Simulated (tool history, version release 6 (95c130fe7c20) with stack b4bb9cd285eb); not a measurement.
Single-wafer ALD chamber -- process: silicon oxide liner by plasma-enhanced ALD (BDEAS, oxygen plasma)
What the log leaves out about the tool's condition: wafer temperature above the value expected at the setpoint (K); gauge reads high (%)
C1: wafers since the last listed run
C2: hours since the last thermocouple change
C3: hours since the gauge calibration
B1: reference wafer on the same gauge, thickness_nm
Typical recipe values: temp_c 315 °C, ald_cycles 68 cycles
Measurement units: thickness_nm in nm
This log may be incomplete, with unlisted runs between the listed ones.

Run 1, hour 0.0: usual settings; C1 0; C2 2093.4; C3 78.8; B1 5.328. Result: thickness_nm 6.116 nm.
Run 2, hour 37.1: usual settings; C1 235; C2 2130.5; C3 115.9; B1 5.336. Result: thickness_nm 6.121 nm.
Run 3, hour 104.0: usual settings; C1 423; C2 2197.4; C3 182.8; B1 5.332. Result: thickness_nm 6.108 nm.
Run 4, hour 168.9: usual settings; C1 411; C2 2262.3; C3 247.7; B1 5.331. Result: thickness_nm 6.132 nm.
Run 5, hour 240.5: usual settings; C1 453; C2 2333.9; C3 319.3; B1 5.330. Result: thickness_nm 6.126 nm.
Run 6, hour 290.7: usual settings; C1 318; C2 2384.1; C3 369.5; B1 5.335. Result: thickness_nm 6.126 nm.
At hour 336.1: thermocouple changed; heater temperature recalibrated.
Run 7, hour 337.4: usual settings but ald_cycles 72 cycles; C1 245; C2 1.3; C3 416.2; B1 5.327. Result: thickness_nm 6.488 nm.
Run 8, hour 387.2: usual settings but ald_cycles 72 cycles; C1 315; C2 51.1; C3 466.0; B1 5.322. Result: thickness_nm 6.497 nm.
At hour 410.8: gauge calibrated.
Run 9, hour 448.8: usual settings but ald_cycles 72 cycles; C1 390; C2 112.7; C3 38.0; B1 5.334. Result: thickness_nm 6.456 nm.
Run 10, hour 494.2: usual settings; C1 287; C2 158.1; C3 83.4; B1 5.327. Result: thickness_nm 6.141 nm.
Run 11, hour 525.6: usual settings but temp_c 304 °C, ald_cycles 60 cycles; C1 198; C2 189.5; C3 114.8; B1 5.337. Result: thickness_nm 5.481 nm.
Run 12, hour 582.4: usual settings but temp_c 305 °C, ald_cycles 73 cycles; C1 359; C2 246.3; C3 171.6; B1 5.332. Result: thickness_nm 6.688 nm.
Run 13, hour 612.2: usual settings but temp_c 303 °C, ald_cycles 64 cycles; C1 188; C2 276.1; C3 201.4; B1 5.335. Result: thickness_nm 5.893 nm.
Run 14, hour 665.9: usual settings but temp_c 304 °C, ald_cycles 59 cycles; C1 340; C2 329.8; C3 255.1; B1 5.328. Result: thickness_nm 5.398 nm.
Run 15, hour 718.3: usual settings but temp_c 310 °C, ald_cycles 59 cycles; C1 331; C2 382.2; C3 307.5; B1 5.338. Result: thickness_nm 5.367 nm.
Run 16, hour 745.5: usual settings but temp_c 328 °C, ald_cycles 65 cycles; C1 172; C2 409.4; C3 334.7; B1 5.336. Result: thickness_nm 5.710 nm.
Run 17, hour 784.4: usual settings but temp_c 305 °C, ald_cycles 73 cycles; C1 246; C2 448.3; C3 373.6; B1 5.331. Result: thickness_nm 6.663 nm.
Run 18, hour 843.4: usual settings but temp_c 320 °C, ald_cycles 56 cycles; C1 373; C2 507.3; C3 432.6; B1 5.336. Result: thickness_nm 5.027 nm.
At hour 870.8: gauge calibrated.
Run 19, hour 896.6: usual settings but temp_c 325 °C, ald_cycles 75 cycles; C1 337; C2 560.5; C3 25.8; B1 5.333. Result: thickness_nm 6.645 nm.

Give the tool's hidden conditions for every run:
wafer temperature above the value expected at the setpoint (K): 0 on each run
gauge reads high (%): 0 on each run
